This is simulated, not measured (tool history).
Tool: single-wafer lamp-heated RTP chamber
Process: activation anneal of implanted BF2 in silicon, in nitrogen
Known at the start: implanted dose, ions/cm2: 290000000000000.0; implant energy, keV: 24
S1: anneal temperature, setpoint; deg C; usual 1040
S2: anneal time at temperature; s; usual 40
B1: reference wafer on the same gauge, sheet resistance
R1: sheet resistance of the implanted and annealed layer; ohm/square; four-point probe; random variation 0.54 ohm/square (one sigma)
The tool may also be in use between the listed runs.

Run 1, day 0.000: usual settings; B1 402.16. Result: R1 355.16 ohm/square.
At day 1.017: pyrometer window cleaned and pyrometer calibrated.
Run 2, day 2.788: usual settings; B1 402.21. Result: R1 359.65 ohm/square.
Run 3, day 6.796: usual settings; B1 401.81. Result: R1 358.98 ohm/square.
Run 4, day 9.508: usual settings but S2 48 s; B1 402.01. Result: R1 357.10 ohm/square.
At day 12.075: reflector plate cleaned.
Run 5, day 12.804: usual settings but S2 48 s; B1 401.99. Result: R1 356.61 ohm/square.
Run 6, day 14.600: usual settings but S2 48 s; B1 402.08. Result: R1 355.96 ohm/square.
Run 7, day 17.850: usual settings; B1 401.86. Result: R1 357.64 ohm/square.
Run 8, day 20.988: usual settings; B1 401.86. Result: R1 356.64 ohm/square.
Run 9, day 24.004: usual settings; B1 402.23. Result: R1 357.11 ohm/square.
Run 10, day 26.312: usual settings but S2 58 s; B1 402.25. Result: R1 352.25 ohm/square.
Run 11, day 29.458: usual settings but S2 58 s; B1 402.17. Result: R1 352.17 ohm/square.
At day 30.438: pyrometer window cleaned and pyrometer calibrated.
Run 12, day 30.962: usual settings; B1 402.12. Result: R1 359.50 ohm/square.
Run 13, day 34.612: usual settings but S1 1056 deg C, S2 64 s; B1 402.04. Result: R1 349.09 ohm/square.
Run 14, day 36.392: usual settings; B1 401.82. Result: R1 359.09 ohm/square.
Run 15, day 38.329: usual settings but S1 1060 deg C, S2 20 s; B1 402.31. Result: R1 362.24 ohm/square.
Run 16, day 41.479: usual settings but S1 1011 deg C, S2 62 s; B1 401.95. Result: R1 359.08 ohm/square.
At day 46.612: gauge calibrated.
At day 46.950: reflector plate cleaned.
Run 17, day 46.971: usual settings; B1 402.17. Result: R1 358.52 ohm/square.
Run 18, day 49.158: usual settings; B1 402.13. Result: R1 358.74 ohm/square.
Run 19, day 52.279: usual settings but S1 1031 deg C, S2 32 s; B1 401.97. Result: R1 361.24 ohm/square.
Run 20, day 55.058: usual settings but S1 1029 deg C, S2 55 s; B1 401.95. Result: R1 356.12 ohm/square.
At day 57.429: pyrometer window cleaned and pyrometer calibrated.
Run 21, day 58.692: usual settings but S1 1019 deg C, S2 20 s; B1 401.88. Result: R1 366.27 ohm/square.
Run 22, day 62.733: usual settings but S1 1016 deg C, S2 57 s; B1 401.97. Result: R1 359.14 ohm/square.
Run 23, day 64.321: usual settings; B1 401.85. Result: R1 357.82 ohm/square.
Run 24, day 67.521: usual settings; B1 402.11. Result: R1 358.06 ohm/square.
Run 25, day 69.175: usual settings; B1 402.01. Result: R1 357.19 ohm/square.
Run 26, day 72.804: usual settings but S1 1026 deg C, S2 25 s; B1 402.01. Result: R1 364.76 ohm/square.
Run 27, day 77.100: usual settings but S2 29 s; B1 402.03. Result: R1 361.02 ohm/square.
Run 28, day 80.138: usual settings but S1 1018 deg C, S2 48 s; B1 402.18. Result: R1 359.30 ohm/square.
Run 29, day 84.212: usual settings but S1 1064 deg C, S2 31 s; B1 402.22. Result: R1 353.79 ohm/square.
At day 86.775: reflector plate cleaned.
Run 30, day 86.896: usual settings; B1 402.19. Result: R1 356.91 ohm/square.
At day 88.271: pyrometer window cleaned and pyrometer calibrated.
Run 31, day 90.346: usual settings but S1 1016 deg C, S2 20 s; B1 402.05. Result: R1 367.65 ohm/square.
Run 32, day 94.754: usual settings but S1 1059 deg C, S2 23 s; B1 401.99. Result: R1 360.90 ohm/square.
Run 33, day 98.696: usual settings but S2 22 s; B1 401.90. Result: R1 363.25 ohm/square.
Run 34, day 102.146: usual settings but S2 32 s; B1 401.97. Result: R1 360.66 ohm/square.
Run 35, day 104.308: usual settings but S1 1061 deg C, S2 47 s; B1 402.00. Result: R1 350.83 ohm/square.
Run 36, day 108.721: usual settings but S1 1031 deg C; B1 402.01. Result: R1 359.72 ohm/square.

Forecast each of these 4 alternatives for the next run:
Run A, day 108.738: usual settings; B1 ?. Result: R1 ?.
Run B, day 108.738: usual settings but S1 1011 deg C, S2 52 s; B1 ?. Result: R1 ?.
Run C, day 108.738: usual settings but S1 1054 deg C, S2 59 s; B1 ?. Result: R1 ?.
Run D, day 108.738: usual settings but S1 1015 deg C, S2 28 s; B1 ?. Result: R1 ?.

run      B1      R1
  A  402.25  358.04
  B  402.25  360.77
  C  402.25  349.12
  D  402.25  365.32
Without the tool's hidden state the same runs would have given:
run      R1
  A  359.38
  B  361.81
  C  350.94
  D  365.92
